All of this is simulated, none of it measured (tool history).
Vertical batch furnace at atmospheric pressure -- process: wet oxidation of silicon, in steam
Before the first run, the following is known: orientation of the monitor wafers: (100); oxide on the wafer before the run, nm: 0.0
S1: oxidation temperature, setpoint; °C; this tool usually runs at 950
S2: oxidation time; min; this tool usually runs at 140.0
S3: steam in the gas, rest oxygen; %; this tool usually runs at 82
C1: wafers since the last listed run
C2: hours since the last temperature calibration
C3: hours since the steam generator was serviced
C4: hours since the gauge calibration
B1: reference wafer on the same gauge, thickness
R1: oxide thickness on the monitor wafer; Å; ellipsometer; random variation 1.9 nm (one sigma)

run 1 hour=0.0 | S1=950 S2=158.5 S3=76 | C1=0 C2=1453.2 C3=2412.8 C4=498.5 | B1=455.05 | R1=5024.0
run 2 hour=47.8 | S1=950 S2=158.5 S3=76 | C1=482 C2=1501.0 C3=2460.6 C4=546.3 | B1=454.96 | R1=4985.3
run 3 hour=109.0 | S1=950 S2=140.0 S3=82 | C1=617 C2=1562.2 C3=2521.8 C4=607.5 | B1=455.15 | R1=4793.3
run 4 hour=167.5 | S1=950 S2=140.0 S3=82 | C1=590 C2=1620.7 C3=2580.3 C4=666.0 | B1=455.38 | R1=4793.4
-- hour=181.9 gauge calibrated
run 5 hour=213.0 | S1=950 S2=140.0 S3=82 | C1=459 C2=1666.2 C3=2625.8 C4=31.1 | B1=455.04 | R1=4793.8
run 6 hour=273.1 | S1=950 S2=94.0 S3=82 | C1=606 C2=1726.3 C3=2685.9 C4=91.2 | B1=455.05 | R1=3538.1
run 7 hour=301.7 | S1=943 S2=140.0 S3=82 | C1=288 C2=1754.9 C3=2714.5 C4=119.8 | B1=454.90 | R1=4519.3
run 8 hour=349.5 | S1=943 S2=140.0 S3=82 | C1=482 C2=1802.7 C3=2762.3 C4=167.6 | B1=454.72 | R1=4521.4
run 9 hour=383.3 | S1=950 S2=140.0 S3=82 | C1=341 C2=1836.5 C3=2796.1 C4=201.4 | B1=455.29 | R1=4824.1
run 10 hour=425.5 | S1=950 S2=140.0 S3=82 | C1=425 C2=1878.7 C3=2838.3 C4=243.6 | B1=454.96 | R1=4782.3
run 11 hour=451.6 | S1=950 S2=140.0 S3=82 | C1=263 C2=1904.8 C3=2864.4 C4=269.7 | B1=454.87 | R1=4790.5
run 12 hour=513.3 | S1=950 S2=140.0 S3=86 | C1=622 C2=1966.5 C3=2926.1 C4=331.4 | B1=455.52 | R1=4966.4
run 13 hour=583.2 | S1=950 S2=140.0 S3=86 | C1=705 C2=2036.4 C3=2996.0 C4=401.3 | B1=455.07 | R1=4954.4
run 14 hour=634.3 | S1=950 S2=140.0 S3=86 | C1=515 C2=2087.5 C3=3047.1 C4=452.4 | B1=454.87 | R1=4959.0
run 15 hour=693.8 | S1=950 S2=199.5 S3=88 | C1=600 C2=2147.0 C3=3106.6 C4=511.9 | B1=455.35 | R1=6439.8
run 16 hour=721.9 | S1=936 S2=191.5 S3=82 | C1=283 C2=2175.1 C3=3134.7 C4=540.0 | B1=455.17 | R1=5326.5
run 17 hour=757.7 | S1=938 S2=183.0 S3=75 | C1=361 C2=2210.9 C3=3170.5 C4=575.8 | B1=454.99 | R1=4889.8
run 18 hour=802.9 | S1=950 S2=140.0 S3=82 | C1=456 C2=2256.1 C3=3215.7 C4=621.0 | B1=455.11 | R1=4774.6
run 19 hour=869.4 | S1=940 S2=140.0 S3=78 | C1=671 C2=2322.6 C3=3282.2 C4=687.5 | B1=455.27 | R1=4175.9
run 20 hour=894.8 | S1=950 S2=140.0 S3=82 | C1=256 C2=2348.0 C3=3307.6 C4=712.9 | B1=454.66 | R1=4763.5
-- hour=927.6 thermocouples replaced and temperature profile calibrated
-- hour=959.9 gauge calibrated
run 21 hour=1022.0 | S1=933 S2=158.0 S3=86 | C1=1041 C2=94.4 C3=3434.8 C4=62.1 | B1=454.82 | R1=4639.0
run 22 hour=1077.5 | S1=968 S2=199.5 S3=71 | C1=560 C2=149.9 C3=3490.3 C4=117.6 | B1=454.88 | R1=6345.3
-- hour=1106.6 steam generator serviced
run 23 hour=1127.5 | S1=950 S2=140.0 S3=82 | C1=262 C2=199.9 C3=20.9 C4=167.6 | B1=455.19 | R1=4961.7
run 24 hour=1161.3 | S1=932 S2=140.0 S3=82 | C1=341 C2=233.7 C3=54.7 C4=201.4 | B1=455.33 | R1=4260.7
run 25 hour=1218.4 | S1=935 S2=96.5 S3=72 | C1=576 C2=290.8 C3=111.8 C4=258.5 | B1=454.88 | R1=2945.2
run 26 hour=1258.3 | S1=927 S2=186.5 S3=92 | C1=402 C2=330.7 C3=151.7 C4=298.4 | B1=455.28 | R1=5524.7
run 27 hour=1313.4 | S1=950 S2=140.0 S3=82 | C1=556 C2=385.8 C3=206.8 C4=353.5 | B1=454.95 | R1=4994.9
run 28 hour=1384.7 | S1=950 S2=96.5 S3=76 | C1=719 C2=457.1 C3=278.1 C4=424.8 | B1=454.78 | R1=3560.5
run 29 hour=1415.9 | S1=942 S2=140.0 S3=77 | C1=314 C2=488.3 C3=309.3 C4=456.0 | B1=455.05 | R1=4425.4

Per-run results on a tool with no hidden state, each run keeping its own random variation:
The hidden state here: true tube temperature minus thermocouple reading, K; steam share off its setpoint, % of the setpoint; gauge reads high (%).
run=1 R1=5223.5
run=2 R1=5186.8
run=3 R1=4992.5
run=4 R1=4996.7
run=5 R1=5000.3
run=6 R1=3701.8
run=7 R1=4724.2
run=8 R1=4729.6
run=9 R1=5044.1
run=10 R1=5003.4
run=11 R1=5013.8
run=12 R1=5201.1
run=13 R1=5193.7
run=14 R1=5202.3
run=15 R1=6746.7
run=16 R1=5596.4
run=17 R1=5143.2
run=18 R1=5022.3
run=19 R1=4404.7
run=20 R1=5017.2
run=21 R1=4902.1
run=22 R1=6674.0
run=23 R1=4976.7
run=24 R1=4276.2
run=25 R1=2959.1
run=26 R1=5551.4
run=27 R1=5022.4
run=28 R1=3584.8
run=29 R1=4456.9

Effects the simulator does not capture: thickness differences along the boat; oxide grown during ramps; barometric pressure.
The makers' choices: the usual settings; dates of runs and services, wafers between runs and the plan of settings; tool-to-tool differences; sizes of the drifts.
